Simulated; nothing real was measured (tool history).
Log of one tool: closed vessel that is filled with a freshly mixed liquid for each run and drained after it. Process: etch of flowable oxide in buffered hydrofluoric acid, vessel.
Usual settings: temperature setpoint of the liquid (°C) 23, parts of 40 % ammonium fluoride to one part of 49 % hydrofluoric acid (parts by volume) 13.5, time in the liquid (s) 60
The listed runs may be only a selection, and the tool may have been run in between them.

run	day	temperature setpoint of the liquid (°C)	parts of 40 % ammonium fluoride to one part of 49 % hydrofluoric acid (parts by volume)	time in the liquid (s)	wafers since the last listed run	hours since the thermometer was replaced	hours since the hydrofluoric acid flow meter was replaced	hours since the gauge calibration	read-back film thickness of the flowable oxide reference wafer, read on the same gauge (nm)	thickness taken off the flowable oxide on a monitor wafer (nm)
1	0	23	13.5	60	0	838	1500.3	262.7	110.02	228.67
2	0.746	23	13.5	60	1861	855.9	1518.2	280.6	110.01	222.75
3	1.529	23	13.5	60	1955	874.7	1537	299.4	109.95	225.69
4	2.604	23	13.5	60	2683	900.5	1562.8	325.2	109.98	222.77
5	3.575	23	13.5	60	2423	923.8	1586.1	348.5	110.01	224.75
6	4.088	23	13.5	60	1279	936.1	1598.4	360.8	110.02	226.74
7	4.654	23	13.5	60	1414	949.7	1612	374.4	110.02	222.31
# day 5.738: gauge calibrated
8	5.933	23	13.5	60	3193	980.4	1642.7	4.7	110.02	223.51
# day 6.283: hydrofluoric acid flow meter replaced
9	7.154	23	9	85	2943	1009.7	20.9	34	110	445.31
10	8.375	23	18	50	3047	1039	50.2	63.3	109.98	137.78
11	9.692	23	18.5	75	3286	1070.6	81.8	94.9	109.95	199.42
12	10.679	21.5	18.5	75	2465	1094.3	105.5	118.6	109.97	182.95
13	11.992	23	13.5	60	3276	1125.8	137	150.1	109.99	220.21
# day 12.392: thermometer replaced
14	13.342	21.5	11.5	80	3265	22.8	169.4	182.5	109.99	366.43
15	14.367	23	11.5	60	2558	47.4	194	207.1	109.99	295.61
16	15.171	25	16	85	2007	66.7	213.3	226.4	109.97	334.93
17	16.179	23	13.5	60	2517	90.9	237.5	250.6	109.98	253.61

What was the tool's hidden state at every run in the log?
hydrofluoric acid flow above the setpoint (%): 0 on each run
gauge reads high (%): 0 on each run
H1: liquid colder than its thermometer reads (K)
run	H1
1	2.32
2	2.36
3	2.4
4	2.45
5	2.5
6	2.53
7	2.56
8	2.63
9	2.69
10	2.76
11	2.83
12	2.88
13	2.95
14	0.351
15	0.405
16	0.447
17	0.501
